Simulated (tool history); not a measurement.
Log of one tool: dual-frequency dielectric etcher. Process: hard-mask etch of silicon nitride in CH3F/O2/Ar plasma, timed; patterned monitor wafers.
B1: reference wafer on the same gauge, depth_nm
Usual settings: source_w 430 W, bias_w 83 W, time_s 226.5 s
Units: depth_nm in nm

Run 1, hour 0.0: usual settings; B1 166.8. Result: depth_nm 170.3 nm.
Run 2, hour 72.9: usual settings; B1 166.9. Result: depth_nm 169.6 nm.
Run 3, hour 159.2: usual settings; B1 166.9. Result: depth_nm 170.9 nm.
Run 4, hour 215.4: usual settings; B1 166.8. Result: depth_nm 169.4 nm.
Run 5, hour 368.5: usual settings but time_s 270.5 s; B1 167.0. Result: depth_nm 203.2 nm.
At hour 397.7: wet clean of the chamber.
Run 6, hour 445.0: usual settings but time_s 270.5 s; B1 167.1. Result: depth_nm 203.0 nm.
At hour 485.5: upper electrode replaced, of another model than before.
At hour 529.0: gauge calibrated.
Run 7, hour 539.8: usual settings but time_s 176.5 s; B1 167.0. Result: depth_nm 132.3 nm.
At hour 591.0: bias power generator calibrated.
Run 8, hour 640.2: usual settings but time_s 176.5 s; B1 167.0. Result: depth_nm 132.3 nm.
Run 9, hour 744.0: usual settings but source_w 470 W, bias_w 99 W, time_s 173.0 s; B1 167.2. Result: depth_nm 151.0 nm.
Run 10, hour 850.4: usual settings but time_s 284.5 s; B1 166.8. Result: depth_nm 213.8 nm.
Run 11, hour 896.0: usual settings; B1 167.0. Result: depth_nm 170.2 nm.
At hour 929.9: source power generator calibrated.
Run 12, hour 964.0: usual settings; B1 167.1. Result: depth_nm 168.1 nm.
Run 13, hour 1055.2: usual settings but source_w 530 W, time_s 167.0 s; B1 167.0. Result: depth_nm 135.4 nm.
At hour 1139.8: wet clean of the chamber.
Run 14, hour 1140.3: usual settings; B1 167.0. Result: depth_nm 168.3 nm.
Run 15, hour 1218.0: usual settings; B1 167.1. Result: depth_nm 167.6 nm.
Run 16, hour 1265.5: usual settings but source_w 350 W, bias_w 99 W, time_s 181.5 s; B1 167.1. Result: depth_nm 137.3 nm.
Run 17, hour 1330.9: usual settings; B1 166.9. Result: depth_nm 167.8 nm.
Run 18, hour 1480.8: usual settings but source_w 350 W, bias_w 95 W, time_s 196.0 s; B1 167.0. Result: depth_nm 144.8 nm.
Run 19, hour 1526.8: usual settings but time_s 165.5 s; B1 166.8. Result: depth_nm 123.1 nm.
Run 20, hour 1592.8: usual settings but source_w 340 W, bias_w 73 W, time_s 172.0 s; B1 167.2. Result: depth_nm 105.5 nm.
Run 21, hour 1698.5: usual settings but source_w 530 W, time_s 187.0 s; B1 167.1. Result: depth_nm 151.9 nm.
Run 22, hour 1788.4: usual settings but source_w 360 W, bias_w 102 W, time_s 170.0 s; B1 167.1. Result: depth_nm 133.0 nm.
Run 23, hour 1861.3: usual settings; B1 167.1. Result: depth_nm 168.4 nm.
At hour 1900.9: wet clean of the chamber.
Run 24, hour 1959.9: usual settings but source_w 530 W, bias_w 75 W; B1 166.9. Result: depth_nm 172.8 nm.
Run 25, hour 2050.5: usual settings but source_w 480 W, bias_w 70 W, time_s 179.0 s; B1 167.1. Result: depth_nm 124.7 nm.
Run 26, hour 2147.3: usual settings but source_w 390 W; B1 166.9. Result: depth_nm 161.1 nm.
Run 27, hour 2236.1: usual settings but source_w 400 W, bias_w 93 W, time_s 208.5 s; B1 167.2. Result: depth_nm 162.6 nm.
Run 28, hour 2301.4: usual settings; B1 167.0. Result: depth_nm 168.5 nm.
Run 29, hour 2354.8: usual settings but source_w 330 W; B1 167.1. Result: depth_nm 150.5 nm.

4 ways to go on from here, each from the tool as it stands after run 29. What would each give?
Run A, hour 2355.3: usual settings; B1 ?. Result: depth_nm ?.
Run B, hour 2355.3: usual settings but bias_w 98 W, time_s 208.0 s; B1 ?. Result: depth_nm ?.
Run C, hour 2355.3: usual settings but source_w 530 W, time_s 209.0 s; B1 ?. Result: depth_nm ?.
Run D, hour 2355.3: usual settings but source_w 520 W, bias_w 73 W, time_s 263.5 s; B1 ?. Result: depth_nm ?.

run     B1  depth_nm
  A  167.3     168.7
  B  167.3     171.9
  C  167.3     170.3
  D  167.3     195.7
Without the tool's hidden state the same runs would have given:
run  depth_nm
  A     167.5
  B     170.7
  C     169.1
  D     194.4

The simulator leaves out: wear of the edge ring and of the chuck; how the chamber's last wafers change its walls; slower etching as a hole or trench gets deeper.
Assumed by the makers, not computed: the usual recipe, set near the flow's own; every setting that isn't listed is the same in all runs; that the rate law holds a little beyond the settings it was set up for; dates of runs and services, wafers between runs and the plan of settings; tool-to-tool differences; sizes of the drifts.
